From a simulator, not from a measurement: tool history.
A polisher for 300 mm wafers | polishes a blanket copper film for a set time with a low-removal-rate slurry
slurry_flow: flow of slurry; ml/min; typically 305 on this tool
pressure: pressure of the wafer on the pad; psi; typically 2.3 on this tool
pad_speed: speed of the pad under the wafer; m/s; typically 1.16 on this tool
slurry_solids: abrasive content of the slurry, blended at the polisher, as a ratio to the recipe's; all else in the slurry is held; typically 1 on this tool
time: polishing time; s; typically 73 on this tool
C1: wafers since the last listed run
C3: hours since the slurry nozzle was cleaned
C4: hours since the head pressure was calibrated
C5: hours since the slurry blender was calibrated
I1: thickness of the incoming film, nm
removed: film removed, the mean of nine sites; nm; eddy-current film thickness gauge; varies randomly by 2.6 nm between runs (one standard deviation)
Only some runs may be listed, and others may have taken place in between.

run 1 hour=0 | slurry_flow=305 pressure=2.3 pad_speed=1.16 slurry_solids=1 time=73 | C1=0 wafers_polished_on_this_pad=340 C3=91.3 C4=315.2 C5=133.3 | I1=1379 | removed=169
run 2 hour=23.6 | slurry_flow=305 pressure=2.3 pad_speed=1.16 slurry_solids=1 time=73 | C1=132 wafers_polished_on_this_pad=472 C3=114.9 C4=338.8 C5=156.9 | I1=1407.9 | removed=173
run 3 hour=41.8 | slurry_flow=305 pressure=2.3 pad_speed=1.16 slurry_solids=1 time=73 | C1=102 wafers_polished_on_this_pad=575 C3=133.1 C4=357 C5=175.1 | I1=1383.6 | removed=169.9
run 4 hour=60.7 | slurry_flow=305 pressure=2.3 pad_speed=1.16 slurry_solids=1 time=73 | C1=106 wafers_polished_on_this_pad=681 C3=152 C4=375.9 C5=194 | I1=1397.8 | removed=170.4
run 5 hour=77.5 | slurry_flow=305 pressure=2.3 pad_speed=1.16 slurry_solids=1 time=73 | C1=94 wafers_polished_on_this_pad=775 C3=168.8 C4=392.7 C5=210.8 | I1=1373.4 | removed=164.6
run 6 hour=93.5 | slurry_flow=305 pressure=2.3 pad_speed=1.16 slurry_solids=1 time=73 | C1=89 wafers_polished_on_this_pad=865 C3=184.8 C4=408.7 C5=226.8 | I1=1389.7 | removed=166.1
-- hour=100.8 slurry blender recalibrated
-- hour=110 slurry nozzle cleaned
run 7 hour=118.3 | slurry_flow=305 pressure=2.3 pad_speed=1.16 slurry_solids=0.8 time=73 | C1=122 wafers_polished_on_this_pad=987 C3=8.3 C4=433.5 C5=17.5 | I1=1405.5 | removed=159.4
-- hour=139.3 worn pad replaced by a new one
run 8 hour=140 | slurry_flow=305 pressure=2.3 pad_speed=1.16 slurry_solids=1 time=73 | C1=99 wafers_polished_on_this_pad=3 C3=30 C4=455.2 C5=39.2 | I1=1412.8 | removed=175.1
run 9 hour=164.3 | slurry_flow=305 pressure=2.3 pad_speed=1.16 slurry_solids=1 time=73 | C1=136 wafers_polished_on_this_pad=140 C3=54.3 C4=479.5 C5=63.5 | I1=1382.3 | removed=171.6
run 10 hour=187.1 | slurry_flow=305 pressure=2.3 pad_speed=1.16 slurry_solids=1 time=73 | C1=128 wafers_polished_on_this_pad=268 C3=77.1 C4=502.3 C5=86.3 | I1=1405 | removed=171
-- hour=286.2 head pressure recalibrated
run 11 hour=286.7 | slurry_flow=205 pressure=2.5 pad_speed=1.16 slurry_solids=0.85 time=64 | C1=548 wafers_polished_on_this_pad=816 C3=176.7 C4=0.5 C5=185.9 | I1=1370.3 | removed=151.9
-- hour=318 worn pad replaced by a new one
run 12 hour=318.5 | slurry_flow=305 pressure=2.3 pad_speed=1.34 slurry_solids=1 time=73 | C1=156 wafers_polished_on_this_pad=2 C3=208.5 C4=32.3 C5=217.7 | I1=1388.9 | removed=192.1
-- hour=328.3 slurry blender recalibrated
-- hour=354.9 slurry nozzle cleaned
run 13 hour=421.3 | slurry_flow=205 pressure=2.5 pad_speed=1.16 slurry_solids=0.85 time=64 | C1=560 wafers_polished_on_this_pad=563 C3=66.4 C4=135.1 C5=93 | I1=1377.6 | removed=150.2
run 14 hour=445.3 | slurry_flow=305 pressure=2.3 pad_speed=1.16 slurry_solids=1.2 time=93 | C1=134 wafers_polished_on_this_pad=698 C3=90.4 C4=159.1 C5=117 | I1=1378.2 | removed=231.1
run 15 hour=477.2 | slurry_flow=305 pressure=2.6 pad_speed=1.34 slurry_solids=0.9 time=80 | C1=179 wafers_polished_on_this_pad=877 C3=122.3 C4=191 C5=148.9 | I1=1375.5 | removed=239.5
-- hour=492.8 worn pad replaced by a new one
run 16 hour=494 | slurry_flow=335 pressure=2.3 pad_speed=1.38 slurry_solids=0.8 time=73 | C1=71 wafers_polished_on_this_pad=6 C3=139.1 C4=207.8 C5=165.7 | I1=1405.7 | removed=192.2
run 17 hour=508.5 | slurry_flow=240 pressure=2.3 pad_speed=0.92 slurry_solids=1 time=73 | C1=81 wafers_polished_on_this_pad=88 C3=153.6 C4=222.3 C5=180.2 | I1=1391.9 | removed=130.3
-- hour=519.2 slurry blender recalibrated
run 18 hour=527.3 | slurry_flow=305 pressure=2.3 pad_speed=1.34 slurry_solids=1 time=73 | C1=94 wafers_polished_on_this_pad=182 C3=172.4 C4=241.1 C5=8.1 | I1=1395.8 | removed=183.9
-- hour=541.9 slurry nozzle cleaned
run 19 hour=555.9 | slurry_flow=305 pressure=2.3 pad_speed=1.16 slurry_solids=1 time=94 | C1=154 wafers_polished_on_this_pad=337 C3=14 C4=269.7 C5=36.7 | I1=1361.3 | removed=218.3

Consider 3 possible next runs. They are alternatives, not a sequence: every one starts from the tool as it was left by run 19. What does each give?
run A hour=556.3 | slurry_flow=305 pressure=2.3 pad_speed=1.16 slurry_solids=1 time=73 | C1=2 wafers_polished_on_this_pad=339 C3=14.4 C4=270.1 C5=37.1 | I1=1366.1 | removed=?
run B hour=556.3 | slurry_flow=410 pressure=2.3 pad_speed=1.04 slurry_solids=0.85 time=57 | C1=2 wafers_polished_on_this_pad=339 C3=14.4 C4=270.1 C5=37.1 | I1=1366.1 | removed=?
run C hour=556.3 | slurry_flow=395 pressure=2.3 pad_speed=1.54 slurry_solids=0.7 time=73 | C1=2 wafers_polished_on_this_pad=339 C3=14.4 C4=270.1 C5=37.1 | I1=1366.1 | removed=?

run=A removed=171.1
run=B removed=118.8
run=C removed=211.6
Stripped of hidden state, with their random variation kept, the same runs would have yielded:
run=A removed=184.7
run=B removed=128.1
run=C removed=228.2
